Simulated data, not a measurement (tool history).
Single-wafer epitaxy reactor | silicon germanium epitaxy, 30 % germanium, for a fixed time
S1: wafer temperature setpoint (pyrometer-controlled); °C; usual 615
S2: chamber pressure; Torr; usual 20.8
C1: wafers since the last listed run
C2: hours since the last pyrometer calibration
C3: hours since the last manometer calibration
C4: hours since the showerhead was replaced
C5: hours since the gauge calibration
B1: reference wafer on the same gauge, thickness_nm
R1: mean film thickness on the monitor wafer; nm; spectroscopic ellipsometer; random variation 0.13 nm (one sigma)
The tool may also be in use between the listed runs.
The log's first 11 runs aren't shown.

run,hour,S1,S2,C1,C2,C3,C4,C5,B1,R1
12,139.8,615,20.8,291,2171.0,1193.4,5080.5,158.2,83.593,72.932
# hour 158.9: capacitance manometer re-zeroed and calibrated
13,159.4,611,16.7,266,2190.6,0.5,5100.1,177.8,83.611,63.143
14,164.1,611,16.7,107,2195.3,5.2,5104.8,182.5,83.604,63.140
15,196.0,603,20.8,732,2227.2,37.1,5136.7,214.4,83.560,59.313
16,209.4,603,20.8,307,2240.6,50.5,5150.1,227.8,83.638,59.217
# hour 223.3: showerhead replaced
17,224.6,626,22.3,165,2255.8,65.7,1.3,243.0,83.591,86.460
18,239.2,615,20.8,335,2270.4,80.3,15.9,257.6,83.576,71.415
19,252.9,615,16.3,314,2284.1,94.0,29.6,271.3,83.613,67.287
20,265.1,615,24.0,280,2296.3,106.2,41.8,283.5,83.548,74.811
21,276.7,622,18.8,266,2307.9,117.8,53.4,295.1,83.559,77.663
22,292.0,627,17.9,351,2323.2,133.1,68.7,310.4,83.599,83.094
23,298.2,615,20.8,142,2329.4,139.3,74.9,316.6,83.586,71.491
24,307.5,615,16.9,213,2338.7,148.6,84.2,325.9,83.592,67.720
25,319.2,626,25.7,268,2350.4,160.3,95.9,337.6,83.559,90.093
# hour 324.8: gauge calibrated
26,335.7,615,20.8,378,2366.9,176.8,112.4,10.9,83.604,71.605
27,353.0,602,15.8,397,2384.2,194.1,129.7,28.2,83.615,53.996
# hour 364.2: pyrometer calibrated
28,364.7,615,20.8,84,0.5,205.8,141.4,39.9,83.586,78.073
29,376.4,606,20.8,268,12.2,217.5,153.1,51.6,83.612,67.441
30,385.7,602,25.1,213,21.5,226.8,162.4,60.9,83.596,67.256
31,392.4,615,20.8,153,28.2,233.5,169.1,67.6,83.601,78.073
32,406.3,610,23.5,319,42.1,247.4,183.0,81.5,83.601,74.812
33,431.1,603,25.4,569,66.9,272.2,207.8,106.3,83.613,68.354
34,444.8,615,20.8,314,80.6,285.9,221.5,120.0,83.575,77.884
35,451.0,615,20.8,142,86.8,292.1,227.7,126.2,83.601,78.109
36,457.5,615,19.0,149,93.3,298.6,234.2,132.7,83.586,76.009

3 ways to go on from here, each from the tool as it stands after run 36. What would each give?
A,457.9,615,20.8,9,93.7,299.0,234.6,133.1,?,?
B,457.9,629,17.4,9,93.7,299.0,234.6,133.1,?,?
C,457.9,605,20.8,9,93.7,299.0,234.6,133.1,?,?

run,B1,R1
A,83.600,77.914
B,83.600,92.082
C,83.600,66.589
Without the tool's hidden state the same runs would have given:
run,R1
A,77.458
B,91.524
C,66.209
